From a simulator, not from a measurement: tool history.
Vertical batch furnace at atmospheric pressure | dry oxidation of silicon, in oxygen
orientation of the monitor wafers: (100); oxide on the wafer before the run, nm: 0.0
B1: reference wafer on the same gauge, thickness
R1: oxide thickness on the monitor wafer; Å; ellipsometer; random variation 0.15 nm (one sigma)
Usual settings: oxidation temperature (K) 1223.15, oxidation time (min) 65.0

{"run": 1, "hour": 0.0, "oxidation temperature (K)": 1204.15, "oxidation time (min)": 65.0, "B1": 31.24, "R1": 250.6}
{"run": 2, "hour": 59.7, "oxidation temperature (K)": 1204.15, "oxidation time (min)": 65.0, "B1": 31.22, "R1": 249.9}
{"run": 3, "hour": 100.3, "oxidation temperature (K)": 1223.15, "oxidation time (min)": 65.0, "B1": 31.15, "R1": 305.1}
{"run": 4, "hour": 167.0, "oxidation temperature (K)": 1223.15, "oxidation time (min)": 65.0, "B1": 31.07, "R1": 301.4}
{"run": 5, "hour": 219.6, "oxidation temperature (K)": 1223.15, "oxidation time (min)": 65.0, "B1": 31.06, "R1": 302.8}
{"run": 6, "hour": 322.7, "oxidation temperature (K)": 1232.15, "oxidation time (min)": 65.0, "B1": 31.02, "R1": 330.5}
{"run": 7, "hour": 386.5, "oxidation temperature (K)": 1209.15, "oxidation time (min)": 65.0, "B1": 30.99, "R1": 259.9}
{"run": 8, "hour": 468.1, "oxidation temperature (K)": 1209.15, "oxidation time (min)": 65.0, "B1": 30.93, "R1": 259.9}
{"run": 9, "hour": 511.7, "oxidation temperature (K)": 1209.15, "oxidation time (min)": 65.0, "B1": 30.88, "R1": 256.6}
{"run": 10, "hour": 605.8, "oxidation temperature (K)": 1211.15, "oxidation time (min)": 65.0, "B1": 30.9, "R1": 265.9}
{"hour": 641.9, "done": "gauge calibrated"}
{"hour": 657.1, "done": "boat lift adjusted"}
{"run": 11, "hour": 658.9, "oxidation temperature (K)": 1211.15, "oxidation time (min)": 65.0, "B1": 32.22, "R1": 277.0}
{"run": 12, "hour": 697.4, "oxidation temperature (K)": 1223.15, "oxidation time (min)": 84.5, "B1": 32.12, "R1": 371.8}
{"hour": 802.9, "done": "thermocouples replaced and temperature profile calibrated"}
{"run": 13, "hour": 803.4, "oxidation temperature (K)": 1223.15, "oxidation time (min)": 84.5, "B1": 31.79, "R1": 372.3}
{"run": 14, "hour": 874.5, "oxidation temperature (K)": 1205.15, "oxidation time (min)": 54.0, "B1": 31.54, "R1": 225.3}
{"run": 15, "hour": 945.2, "oxidation temperature (K)": 1223.15, "oxidation time (min)": 65.0, "B1": 31.41, "R1": 308.1}
{"run": 16, "hour": 1018.5, "oxidation temperature (K)": 1223.15, "oxidation time (min)": 49.5, "B1": 31.32, "R1": 256.2}
{"run": 17, "hour": 1109.4, "oxidation temperature (K)": 1215.15, "oxidation time (min)": 80.0, "B1": 31.17, "R1": 319.8}
{"run": 18, "hour": 1179.5, "oxidation temperature (K)": 1239.15, "oxidation time (min)": 83.5, "B1": 31.12, "R1": 415.2}
{"run": 19, "hour": 1257.2, "oxidation temperature (K)": 1207.15, "oxidation time (min)": 65.0, "B1": 31.01, "R1": 253.7}
{"run": 20, "hour": 1309.7, "oxidation temperature (K)": 1203.15, "oxidation time (min)": 65.0, "B1": 30.95, "R1": 244.4}
{"run": 21, "hour": 1407.0, "oxidation temperature (K)": 1216.15, "oxidation time (min)": 78.5, "B1": 30.91, "R1": 318.3}
{"run": 22, "hour": 1448.5, "oxidation temperature (K)": 1211.15, "oxidation time (min)": 65.0, "B1": 30.89, "R1": 266.9}
{"run": 23, "hour": 1550.2, "oxidation temperature (K)": 1201.15, "oxidation time (min)": 65.0, "B1": 30.83, "R1": 239.7}
{"run": 24, "hour": 1598.4, "oxidation temperature (K)": 1235.15, "oxidation time (min)": 39.5, "B1": 30.8, "R1": 243.4}
{"run": 25, "hour": 1635.1, "oxidation temperature (K)": 1239.15, "oxidation time (min)": 65.0, "B1": 30.79, "R1": 348.8}
{"run": 26, "hour": 1685.7, "oxidation temperature (K)": 1223.15, "oxidation time (min)": 88.0, "B1": 30.79, "R1": 366.8}
{"run": 27, "hour": 1787.7, "oxidation temperature (K)": 1223.15, "oxidation time (min)": 65.0, "B1": 30.76, "R1": 301.6}

Forecast each of these 5 alternatives for the next run:
{"hour": 1789.3, "done": "gauge calibrated"}
{"run": "A", "hour": 1792.7, "oxidation temperature (K)": 1223.15, "oxidation time (min)": 65.0, "B1": "?", "R1": "?"}
{"hour": 1789.3, "done": "gauge calibrated"}
{"run": "B", "hour": 1792.7, "oxidation temperature (K)": 1201.15, "oxidation time (min)": 94.0, "B1": "?", "R1": "?"}
{"hour": 1789.3, "done": "gauge calibrated"}
{"run": "C", "hour": 1792.7, "oxidation temperature (K)": 1223.15, "oxidation time (min)": 32.5, "B1": "?", "R1": "?"}
{"hour": 1789.3, "done": "gauge calibrated"}
{"run": "D", "hour": 1792.7, "oxidation temperature (K)": 1223.15, "oxidation time (min)": 52.0, "B1": "?", "R1": "?"}
{"hour": 1789.3, "done": "gauge calibrated"}
{"run": "E", "hour": 1792.7, "oxidation temperature (K)": 1240.15, "oxidation time (min)": 84.5, "B1": "?", "R1": "?"}

run=A B1=32.33 R1=316.0
run=B B1=32.33 R1=322.6
run=C B1=32.33 R1=202.2
run=D B1=32.33 R1=273.0
run=E B1=32.33 R1=440.8
Without the tool's hidden state the same runs would have given:
run=A R1=316.8
run=B R1=323.4
run=C R1=202.7
run=D R1=273.7
run=E R1=441.9
